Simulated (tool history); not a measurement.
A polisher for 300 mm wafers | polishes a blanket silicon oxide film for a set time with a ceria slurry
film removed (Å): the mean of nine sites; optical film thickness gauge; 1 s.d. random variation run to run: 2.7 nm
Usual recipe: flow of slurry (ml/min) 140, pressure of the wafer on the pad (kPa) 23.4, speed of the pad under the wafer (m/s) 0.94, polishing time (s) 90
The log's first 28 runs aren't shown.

run   hour  flow of slurry (ml/min)  pressure of the wafer on the pad (kPa)  speed of the pad under the wafer (m/s)  polishing time (s)  incoming thickness of the incoming film, nm  film removed (Å)
 29  385.8                      140                                    27.6                                    0.94                  79                                       1782.6              4111
 30  398.3                      140                                    23.4                                    0.94                  90                                       1785.6              4071
 31  411.8                      140                                    23.4                                    0.94                  90                                       1782.1              4026
 32  418.6                      140                                    21.4                                    0.94                  90                                       1810.7              3649
 33    425                      140                                    23.4                                     0.8                  90                                       1771.3              3440
 34  440.3                      140                                    23.4                                    1.24                  90                                       1784.2              5328
     447.9  -- worn pad replaced by a new one
 35  448.7                      140                                    23.4                                    0.84                  60                                       1766.1              2390
     457.2  -- slurry nozzle cleaned
 36  465.7                      140                                    17.9                                    0.84                 110                                         1793              3393

Alternative continuations, all from the tool just after run 36; predict every row:
  A  466.1                      140                                    23.4                                    0.94                  90                                       1803.9                 ?
  B  466.1                      100                                      20                                    0.66                 118                                       1803.9                 ?
  C  466.1                      140                                    23.4                                    1.04                  82                                       1803.9                 ?
  D  466.1                      140                                    23.4                                    1.02                 121                                       1803.9                 ?
  E  466.1                      140                                    23.4                                    1.12                  90                                       1803.9                 ?

run  film removed (Å)
  A              4051
  B              2985
  C              4083
  D              5910
  E              4827
Stripped of hidden state, with their random variation kept, the same runs would have yielded:
run  film removed (Å)
  A              4051
  B              2985
  C              4083
  D              5910
  E              4827

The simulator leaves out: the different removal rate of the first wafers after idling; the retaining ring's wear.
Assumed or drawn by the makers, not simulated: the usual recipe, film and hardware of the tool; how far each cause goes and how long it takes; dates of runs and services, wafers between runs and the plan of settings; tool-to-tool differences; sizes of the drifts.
